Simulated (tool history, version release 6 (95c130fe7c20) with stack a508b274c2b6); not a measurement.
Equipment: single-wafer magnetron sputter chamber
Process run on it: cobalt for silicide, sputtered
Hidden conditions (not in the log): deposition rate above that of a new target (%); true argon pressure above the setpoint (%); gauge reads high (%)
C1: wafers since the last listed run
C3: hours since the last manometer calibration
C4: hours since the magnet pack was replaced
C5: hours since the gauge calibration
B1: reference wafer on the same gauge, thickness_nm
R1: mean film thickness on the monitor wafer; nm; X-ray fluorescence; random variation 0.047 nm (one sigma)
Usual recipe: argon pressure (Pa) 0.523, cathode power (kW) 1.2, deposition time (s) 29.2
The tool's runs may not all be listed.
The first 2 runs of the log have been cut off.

{"run": 3, "hour": 120.5, "argon pressure (Pa)": 0.523, "cathode power (kW)": 1.2, "deposition time (s)": 29.2, "C1": 1549, "wafers on the sputter target": 4831, "C3": 2191.8, "C4": 4097.4, "C5": 661.9, "B1": 14.4, "R1": 17.188}
{"run": 4, "hour": 157.6, "argon pressure (Pa)": 0.523, "cathode power (kW)": 1.2, "deposition time (s)": 29.2, "C1": 891, "wafers on the sputter target": 5723, "C3": 2228.9, "C4": 4134.5, "C5": 699, "B1": 14.394, "R1": 17.28}
{"run": 5, "hour": 226.9, "argon pressure (Pa)": 0.523, "cathode power (kW)": 1.2, "deposition time (s)": 29.2, "C1": 1664, "wafers on the sputter target": 7387, "C3": 2298.2, "C4": 4203.8, "C5": 768.3, "B1": 14.402, "R1": 17.148}
{"run": 6, "hour": 266.5, "argon pressure (Pa)": 0.523, "cathode power (kW)": 1.35, "deposition time (s)": 29.2, "C1": 951, "wafers on the sputter target": 8339, "C3": 2337.8, "C4": 4243.4, "C5": 807.9, "B1": 14.397, "R1": 19.28}
{"run": 7, "hour": 314.2, "argon pressure (Pa)": 0.523, "cathode power (kW)": 1.35, "deposition time (s)": 29.2, "C1": 1145, "wafers on the sputter target": 9485, "C3": 2385.5, "C4": 4291.1, "C5": 855.6, "B1": 14.399, "R1": 19.397}
{"hour": 345.2, "done": "sputter target and shields replaced"}
{"run": 8, "hour": 345.7, "argon pressure (Pa)": 0.523, "cathode power (kW)": 1.35, "deposition time (s)": 29.2, "C1": 564, "wafers on the sputter target": 11, "C3": 2417, "C4": 4322.6, "C5": 887.1, "B1": 14.405, "R1": 19.334}
{"run": 9, "hour": 371.6, "argon pressure (Pa)": 0.523, "cathode power (kW)": 1.2, "deposition time (s)": 29.2, "C1": 622, "wafers on the sputter target": 633, "C3": 2442.9, "C4": 4348.5, "C5": 913, "B1": 14.402, "R1": 17.181}
{"run": 10, "hour": 438.2, "argon pressure (Pa)": 0.523, "cathode power (kW)": 0.95, "deposition time (s)": 29.2, "C1": 1600, "wafers on the sputter target": 2233, "C3": 2509.5, "C4": 4415.1, "C5": 979.6, "B1": 14.393, "R1": 13.634}
{"hour": 460.1, "done": "magnet pack replaced"}
{"run": 11, "hour": 490.6, "argon pressure (Pa)": 0.523, "cathode power (kW)": 0.95, "deposition time (s)": 29.2, "C1": 1066, "wafers on the sputter target": 3300, "C3": 2561.9, "C4": 30.5, "C5": 1032, "B1": 14.4, "R1": 13.638}
{"run": 12, "hour": 559.2, "argon pressure (Pa)": 0.523, "cathode power (kW)": 0.95, "deposition time (s)": 29.2, "C1": 1648, "wafers on the sputter target": 4948, "C3": 2630.5, "C4": 99.1, "C5": 1100.6, "B1": 14.402, "R1": 13.631}
{"run": 13, "hour": 585.4, "argon pressure (Pa)": 0.685, "cathode power (kW)": 1, "deposition time (s)": 32.2, "C1": 629, "wafers on the sputter target": 5578, "C3": 2656.7, "C4": 125.3, "C5": 1126.8, "B1": 14.41, "R1": 14.905}
{"hour": 662.0, "done": "capacitance manometer re-zeroed and calibrated"}
{"run": 14, "hour": 681.7, "argon pressure (Pa)": 0.418, "cathode power (kW)": 1.5, "deposition time (s)": 24.6, "C1": 2121, "wafers on the sputter target": 7699, "C3": 19.7, "C4": 221.6, "C5": 1223.1, "B1": 14.404, "R1": 18.983}
{"hour": 755.5, "done": "sputter target and shields replaced"}
{"run": 15, "hour": 756.0, "argon pressure (Pa)": 0.523, "cathode power (kW)": 1.35, "deposition time (s)": 35, "C1": 1592, "wafers on the sputter target": 12, "C3": 94, "C4": 295.9, "C5": 1297.4, "B1": 14.39, "R1": 23.37}
{"run": 16, "hour": 795.1, "argon pressure (Pa)": 0.317, "cathode power (kW)": 0.9, "deposition time (s)": 31.4, "C1": 939, "wafers on the sputter target": 951, "C3": 133.1, "C4": 335, "C5": 1336.5, "B1": 14.406, "R1": 15.009}
{"run": 17, "hour": 819.4, "argon pressure (Pa)": 0.523, "cathode power (kW)": 1.2, "deposition time (s)": 29.2, "C1": 583, "wafers on the sputter target": 1535, "C3": 157.4, "C4": 359.3, "C5": 1360.8, "B1": 14.396, "R1": 17.279}

Run 18, settings as shown, results not yet in. Your forecast:
{"run": 18, "hour": 859.9, "argon pressure (Pa)": 0.523, "cathode power (kW)": 1.35, "deposition time (s)": 35, "C1": 973, "wafers on the sputter target": 2508, "C3": 197.9, "C4": 399.8, "C5": 1401.3, "B1": "?", "R1": "?"}

{"run 18": {"B1": 14.409, "R1": 23.426}}
With the hidden condition absent and the run-to-run variation left alone, this run would have shown R1 23.661 nm.

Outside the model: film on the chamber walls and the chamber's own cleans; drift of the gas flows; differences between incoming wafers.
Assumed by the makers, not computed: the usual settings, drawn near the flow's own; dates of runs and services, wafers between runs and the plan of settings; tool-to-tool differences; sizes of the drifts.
